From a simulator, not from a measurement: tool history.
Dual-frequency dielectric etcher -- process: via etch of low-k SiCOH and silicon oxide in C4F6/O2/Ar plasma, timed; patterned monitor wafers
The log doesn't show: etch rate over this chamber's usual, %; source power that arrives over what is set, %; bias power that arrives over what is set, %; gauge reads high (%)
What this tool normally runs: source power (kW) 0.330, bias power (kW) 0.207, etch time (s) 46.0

run   hour  source power (kW)  bias power (kW)  etch time (s)  wafers since the last listed run  hours since the last wet clean  hours since the last source power generator calibration  hours since the last bias power generator calibration  hours since the last upper electrode change  hours since the gauge calibration  read-back reference wafer on the same gauge, depth_nm  mean etch depth across the wafer (Å)
  1    0.0              0.330            0.207           46.0                                 0                           638.1                                                   1499.1                                                 2015.0                                       4876.6                              150.1                                                   92.9                                   949
       1.4  -- gauge calibrated
  2   10.3              0.330            0.207           46.0                               159                           648.4                                                   1509.4                                                 2025.3                                       4886.9                                8.9                                                   92.9                                   943
  3   19.1              0.330            0.207           46.0                               136                           657.2                                                   1518.2                                                 2034.1                                       4895.7                               17.7                                                   92.9                                   946
  4   29.5              0.330            0.227           38.0                               161                           667.6                                                   1528.6                                                 2044.5                                       4906.1                               28.1                                                   92.9                                   808
  5   39.9              0.330            0.207           46.0                               161                           678.0                                                   1539.0                                                 2054.9                                       4916.5                               38.5                                                   92.9                                   946
  6   54.8              0.330            0.207           46.0                               231                           692.9                                                   1553.9                                                 2069.8                                       4931.4                               53.4                                                   92.8                                   943
      83.3  -- wet clean of the chamber
  7   83.8              0.330            0.207           46.0                                77                             0.5                                                   1582.9                                                 2098.8                                       4960.4                               82.4                                                   92.9                                   961
  8   84.1              0.330            0.207           46.0                                 4                             0.8                                                   1583.2                                                 2099.1                                       4960.7                               82.7                                                   92.9                                   963
  9   96.2              0.310            0.207           46.0                               187                            12.9                                                   1595.3                                                 2111.2                                       4972.8                               94.8                                                   92.9                                   939
     106.4  -- source power generator calibrated
 10  109.1              0.360            0.207           54.0                               138                            25.8                                                      2.7                                                 2124.1                                       4985.7                              107.7                                                   92.9                                  1166
     141.0  -- bias power generator calibrated
     142.9  -- upper electrode replaced
 11  143.4              0.260            0.165           49.5                               441                            60.1                                                     37.0                                                    2.4                                          0.5                              142.0                                                   92.9                                   866
 12  143.7              0.280            0.248           46.0                                 4                            60.4                                                     37.3                                                    2.7                                          0.8                              142.3                                                   92.9                                   966
     145.6  -- gauge calibrated
 13  155.0              0.410            0.207           58.5                               175                            71.7                                                     48.6                                                   14.0                                         12.1                                9.4                                                   92.9                                  1324
 14  162.5              0.260            0.207           33.0                               116                            79.2                                                     56.1                                                   21.5                                         19.6                               16.9                                                   93.0                                   629
 15  172.0              0.330            0.207           46.0                               147                            88.7                                                     65.6                                                   31.0                                         29.1                               26.4                                                   92.9                                   960
 16  180.0              0.410            0.227           38.0                               124                            96.7                                                     73.6                                                   39.0                                         37.1                               34.4                                                   92.9                                   893
 17  186.4              0.330            0.188           34.5                                99                           103.1                                                     80.0                                                   45.4                                         43.5                               40.8                                                   92.9                                   693
 18  202.2              0.400            0.207           46.0                               245                           118.9                                                     95.8                                                   61.2                                         59.3                               56.6                                                   92.9                                  1033

Below are 5 alternative next runs, each starting from the tool's condition after run 18. Predict each:
  A  202.6              0.360            0.207           46.0                                 6                           119.3                                                     96.2                                                   61.6                                         59.7                               57.0                                                      ?                                     ?
  B  202.6              0.300            0.164           46.0                                 6                           119.3                                                     96.2                                                   61.6                                         59.7                               57.0                                                      ?                                     ?
  C  202.6              0.330            0.175           55.0                                 6                           119.3                                                     96.2                                                   61.6                                         59.7                               57.0                                                      ?                                     ?
  D  202.6              0.270            0.257           33.0                                 6                           119.3                                                     96.2                                                   61.6                                         59.7                               57.0                                                      ?                                     ?
  E  202.6              0.330            0.243           32.5                                 6                           119.3                                                     96.2                                                   61.6                                         59.7                               57.0                                                      ?                                     ?

run  read-back reference wafer on the same gauge, depth_nm  mean etch depth across the wafer (Å)
  A                                                   92.9                                   990
  B                                                   92.9                                   847
  C                                                   92.9                                  1077
  D                                                   92.9                                   690
  E                                                   92.9                                   718
Had the tool no hidden state, the same runs would have come out as:
run  mean etch depth across the wafer (Å)
  A                                  1000
  B                                   856
  C                                  1087
  D                                   697
  E                                   725
